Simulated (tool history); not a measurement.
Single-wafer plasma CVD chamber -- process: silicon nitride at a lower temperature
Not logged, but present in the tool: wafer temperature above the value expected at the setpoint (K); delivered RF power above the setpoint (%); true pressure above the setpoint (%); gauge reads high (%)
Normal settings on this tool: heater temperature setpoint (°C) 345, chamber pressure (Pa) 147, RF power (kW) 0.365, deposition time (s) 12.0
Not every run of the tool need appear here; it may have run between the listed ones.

run    hour  heater temperature setpoint (°C)  chamber pressure (Pa)  RF power (kW)  deposition time (s)  wafers since the last listed run  hours since the last thermocouple change  hours since the last RF generator calibration  hours since the last manometer calibration  hours since the showerhead was replaced  hours since the gauge calibration  read-back reference wafer on the same gauge, thickness_nm  mean film thickness on the monitor wafer (Å)
  1     0.0                               345                    147          0.365                 12.0                                 0                                     996.9                                          468.0                                       920.1                                   1872.8                              528.0                                                     16.997                                        146.42
  2   106.3                               345                    147          0.365                 12.0                              3287                                    1103.2                                          574.3                                      1026.4                                   1979.1                              634.3                                                     17.017                                        147.66
  3   158.6                               345                    147          0.365                 12.0                              1617                                    1155.5                                          626.6                                      1078.7                                   2031.4                              686.6                                                     16.993                                        146.47
  4   233.3                               349                    147          0.365                 12.0                              2309                                    1230.2                                          701.3                                      1153.4                                   2106.1                              761.3                                                     17.026                                        146.71
  5   322.3                               349                    147          0.365                 12.0                              2752                                    1319.2                                          790.3                                      1242.4                                   2195.1                              850.3                                                     17.010                                        147.20
  6   423.9                               345                    147          0.365                 12.0                              3141                                    1420.8                                          891.9                                      1344.0                                   2296.7                              951.9                                                     17.009                                        147.25
  7   531.1                               345                    147          0.365                 12.0                              3315                                    1528.0                                          999.1                                      1451.2                                   2403.9                             1059.1                                                     16.959                                        145.91
  8   621.9                               345                    147          0.365                 12.0                              2807                                    1618.8                                         1089.9                                      1542.0                                   2494.7                             1149.9                                                     17.013                                        147.72
      699.9  -- showerhead replaced
  9   720.2                               345                    147          0.365                 12.0                              2792                                    1717.1                                         1188.2                                      1640.3                                     20.3                             1248.2                                                     16.989                                        146.73
 10   815.6                               345                    147          0.365                 12.0                              2950                                    1812.5                                         1283.6                                      1735.7                                    115.7                             1343.6                                                     17.008                                        145.93
 11   871.4                               345                    147          0.365                 12.0                              1725                                    1868.3                                         1339.4                                      1791.5                                    171.5                             1399.4                                                     16.997                                        147.17
 12   935.7                               351                    132          0.365                 12.0                              1988                                    1932.6                                         1403.7                                      1855.8                                    235.8                             1463.7                                                     16.988                                        140.74
 13  1018.6                               351                    132          0.365                 12.0                              2563                                    2015.5                                         1486.6                                      1938.7                                    318.7                             1546.6                                                     17.017                                        140.73
 14  1117.9                               334                    165          0.405                 10.6                              3070                                    2114.8                                         1585.9                                      2038.0                                    418.0                             1645.9                                                     17.024                                        139.83
     1176.8  -- thermocouple changed; heater temperature recalibrated
     1181.6  -- gauge calibrated
 15  1188.4                               335                    133          0.400                  9.9                              1932                                      11.6                                         1656.4                                      2108.5                                    488.5                                6.8                                                     17.016                                        120.98
 16  1274.5                               345                    167          0.320                 12.0                              2662                                      97.7                                         1742.5                                      2194.6                                    574.6                               92.9                                                     17.000                                        143.40
 17  1381.0                               350                    160          0.415                 12.8                              3293                                     204.2                                         1849.0                                      2301.1                                    681.1                              199.4                                                     17.000                                        167.35
     1492.1  -- RF generator calibrated
 18  1492.6                               345                    147          0.365                 12.0                              3203                                     315.8                                            0.5                                      2412.7                                    792.7                              311.0                                                     17.013                                        144.12
 19  1531.3                               334                    181          0.405                 12.0                              1196                                     354.5                                           39.2                                      2451.4                                    831.4                              349.7                                                     16.999                                        161.49
     1559.7  -- capacitance manometer re-zeroed and calibrated
 20  1844.3                               335                    147          0.365                 12.0                              9431                                     667.5                                          352.2                                       284.6                                   1144.4                              662.7                                                     16.996                                        148.54
 21  1927.4                               359                    147          0.365                  9.8                              2569                                     750.6                                          435.3                                       367.7                                   1227.5                              745.8                                                     17.017                                        119.82
 22  1987.3                               350                    147          0.365                 12.0                              1852                                     810.5                                          495.2                                       427.6                                   1287.4                              805.7                                                     17.000                                        147.53
 23  2047.3                               345                    147          0.435                 10.7                              1855                                     870.5                                          555.2                                       487.6                                   1347.4                              865.7                                                     17.003                                        141.11
 24  2108.5                               345                    125          0.365                 12.0                              1892                                     931.7                                          616.4                                       548.8                                   1408.6                              926.9                                                     17.029                                        140.79
 25  2187.4                               351                    132          0.365                 12.0                              2439                                    1010.6                                          695.3                                       627.7                                   1487.5                             1005.8                                                     16.996                                        141.75
 26  2276.8                               359                    147          0.365                 13.2                              2764                                    1100.0                                          784.7                                       717.1                                   1576.9                             1095.2                                                     17.016                                        161.83
 27  2336.1                               333                    127          0.300                  9.7                              1833                                    1159.3                                          844.0                                       776.4                                   1636.2                             1154.5                                                     16.978                                        105.98
 28  2416.2                               358                    147          0.320                 12.0                              2476                                    1239.4                                          924.1                                       856.5                                   1716.3                             1234.6                                                     16.998                                        139.82
 29  2502.3                               345                    147          0.365                 12.0                              2662                                    1325.5                                         1010.2                                       942.6                                   1802.4                             1320.7                                                     17.012                                        148.65

Measured result minus the same run's result without the hidden state. Both carry the same run-to-run variation, though not necessarily the same gauge scatter:
run  mean film thickness on the monitor wafer (Å)
  1                                         -0.34
  2                                         -0.47
  3                                         -0.52
  4                                         -0.62
  5                                         -0.74
  6                                         -0.89
  7                                         -1.06
  8                                         -1.22
  9                                         -1.39
 10                                         -1.58
 11                                         -1.70
 12                                         -1.76
 13                                         -1.94
 14                                         -2.02
 15                                         -2.00
 16                                         -2.44
 17                                         -3.23
 18                                         -3.20
 19                                         -3.49
 20                                         +0.02
 21                                         -0.01
 22                                         -0.04
 23                                         -0.06
 24                                         -0.10
 25                                         -0.14
 26                                         -0.24
 27                                         -0.19
 28                                         -0.33
 29                                         -0.43
